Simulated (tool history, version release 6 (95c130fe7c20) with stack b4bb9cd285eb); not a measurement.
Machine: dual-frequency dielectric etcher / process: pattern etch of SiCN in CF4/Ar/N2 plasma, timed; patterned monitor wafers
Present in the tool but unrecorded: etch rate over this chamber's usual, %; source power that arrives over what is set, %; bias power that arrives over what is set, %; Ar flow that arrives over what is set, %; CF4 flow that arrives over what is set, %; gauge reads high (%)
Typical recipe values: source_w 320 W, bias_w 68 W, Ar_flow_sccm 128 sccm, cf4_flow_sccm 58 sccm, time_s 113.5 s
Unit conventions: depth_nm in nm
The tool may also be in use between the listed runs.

run    hour  source_w  bias_w  Ar_flow_sccm  cf4_flow_sccm  time_s  wafers since the last listed run  hours since the last wet clean  hours since the last source power generator calibration  hours since the last bias power generator calibration  hours since the last Ar flow controller change  hours since the last CF4 flow controller change  hours since the last upper electrode change  hours since the gauge calibration  read-back reference wafer on the same gauge, depth_nm  depth_nm
  1     0.0       370      68           128             58   113.5                                 0                           231.5                                                   2870.2                                                 3462.3                                          4576.2                                           4716.3                                       1436.6                              765.0                                                   60.2      67.7
  2    53.4       370      68           128             58   113.5                               574                           284.9                                                   2923.6                                                 3515.7                                          4629.6                                           4769.7                                       1490.0                              818.4                                                   59.8      68.3
  3    84.3       320      68           128             55   113.5                               332                           315.8                                                   2954.5                                                 3546.6                                          4660.5                                           4800.6                                       1520.9                              849.3                                                   59.9      60.9
  4   115.8       320      68           128             58   113.5                               339                           347.3                                                   2986.0                                                 3578.1                                          4692.0                                           4832.1                                       1552.4                              880.8                                                   59.8      61.1
  5   162.2       320      68           128             58   113.5                               499                           393.7                                                   3032.4                                                 3624.5                                          4738.4                                           4878.5                                       1598.8                              927.2                                                   59.7      60.2
      255.8  -- wet clean of the chamber
  6   256.3       320      68           128             58   113.5                               754                             0.5                                                   3126.5                                                 3718.6                                          4832.5                                           4972.6                                       1692.9                             1021.3                                                   59.0      61.1
  7   295.2       320      68           128             58   113.5                               418                            39.4                                                   3165.4                                                 3757.5                                          4871.4                                           5011.5                                       1731.8                             1060.2                                                   58.9      60.0
  8   363.4       320      68           128             58   113.5                               734                           107.6                                                   3233.6                                                 3825.7                                          4939.6                                           5079.7                                       1800.0                             1128.4                                                   58.5      59.4
  9   405.4       320      68           128             58   113.5                               452                           149.6                                                   3275.6                                                 3867.7                                          4981.6                                           5121.7                                       1842.0                             1170.4                                                   58.3      59.5
      454.7  -- CF4 flow controller replaced
 10   457.9       350      68           128             49   113.5                               500                           202.1                                                   3328.1                                                 3920.2                                          5034.1                                              3.2                                       1894.5                             1222.9                                                   58.1      61.6
 11   528.2       390      68           143             71   141.0                               756                           272.4                                                   3398.4                                                 3990.5                                          5104.4                                             73.5                                       1964.8                             1293.2                                                   57.7      87.0
      533.2  -- gauge calibrated
 12   599.1       260      75           128             62   113.5                               763                           343.3                                                   3469.3                                                 4061.4                                          5175.3                                            144.4                                       2035.7                               65.9                                                   61.1      56.8
      672.8  -- wet clean of the chamber
 13   673.3       320      68           157             58    92.5                               540                             0.5                                                   3543.5                                                 4135.6                                          5249.5                                            218.6                                       2109.9                              140.1                                                   61.1      50.2
      685.4  -- source power generator calibrated
      725.3  -- upper electrode replaced
 14   725.8       260      75           128             62   113.5                               263                            53.0                                                     40.4                                                 4188.1                                          5302.0                                            271.1                                          0.5                              192.6                                                   61.1      55.9
 15   784.6       320      80           112             58   113.5                               632                           111.8                                                     99.2                                                 4246.9                                          5360.8                                            329.9                                         59.3                              251.4                                                   61.0      67.0
      816.1  -- bias power generator calibrated
      842.4  -- Ar flow controller replaced
 16   852.7       320      60           128             69   113.5                               625                           179.9                                                    167.3                                                   36.6                                            10.3                                            398.0                                        127.4                              319.5                                                   60.8      62.1
 17   896.4       320      60           128             65    84.5                               470                           223.6                                                    211.0                                                   80.3                                            54.0                                            441.7                                        171.1                              363.2                                                   60.7      46.1
 18   967.1       320      68           103             58   113.5                               761                           294.3                                                    281.7                                                  151.0                                           124.7                                            512.4                                        241.8                              433.9                                                   60.6      62.2
 19  1019.0       250      54           118             58   100.0                               558                           346.2                                                    333.6                                                  202.9                                           176.6                                            564.3                                        293.7                              485.8                                                   60.6      43.4
 20  1050.9       320      68           128             55   113.5                               343                           378.1                                                    365.5                                                  234.8                                           208.5                                            596.2                                        325.6                              517.7                                                   60.6      61.2
 21  1106.1       290      63           128             58   113.5                               594                           433.3                                                    420.7                                                  290.0                                           263.7                                            651.4                                        380.8                              572.9                                                   60.6      56.4

What was the tool's hidden state at every run in the log?
etch rate over this chamber's usual, %: 0 in every run
source power that arrives over what is set, %: 0 in every run
bias power that arrives over what is set, %: 0 in every run
Ar flow that arrives over what is set, %: 0 in every run
CF4 flow that arrives over what is set, %: 0 in every run
H1: gauge reads high (%)
run       H1
  1   -0.985
  2    -1.28
  3    -1.46
  4    -1.65
  5    -1.95
  6    -2.59
  7    -2.88
  8     -3.4
  9    -3.74
 10    -4.18
 11     -4.8
 12    0.632
 13    0.578
 14    0.517
 15    0.425
 16    0.288
 17    0.184
 18  -0.0143
 19   -0.182
 20   -0.294
 21   -0.506

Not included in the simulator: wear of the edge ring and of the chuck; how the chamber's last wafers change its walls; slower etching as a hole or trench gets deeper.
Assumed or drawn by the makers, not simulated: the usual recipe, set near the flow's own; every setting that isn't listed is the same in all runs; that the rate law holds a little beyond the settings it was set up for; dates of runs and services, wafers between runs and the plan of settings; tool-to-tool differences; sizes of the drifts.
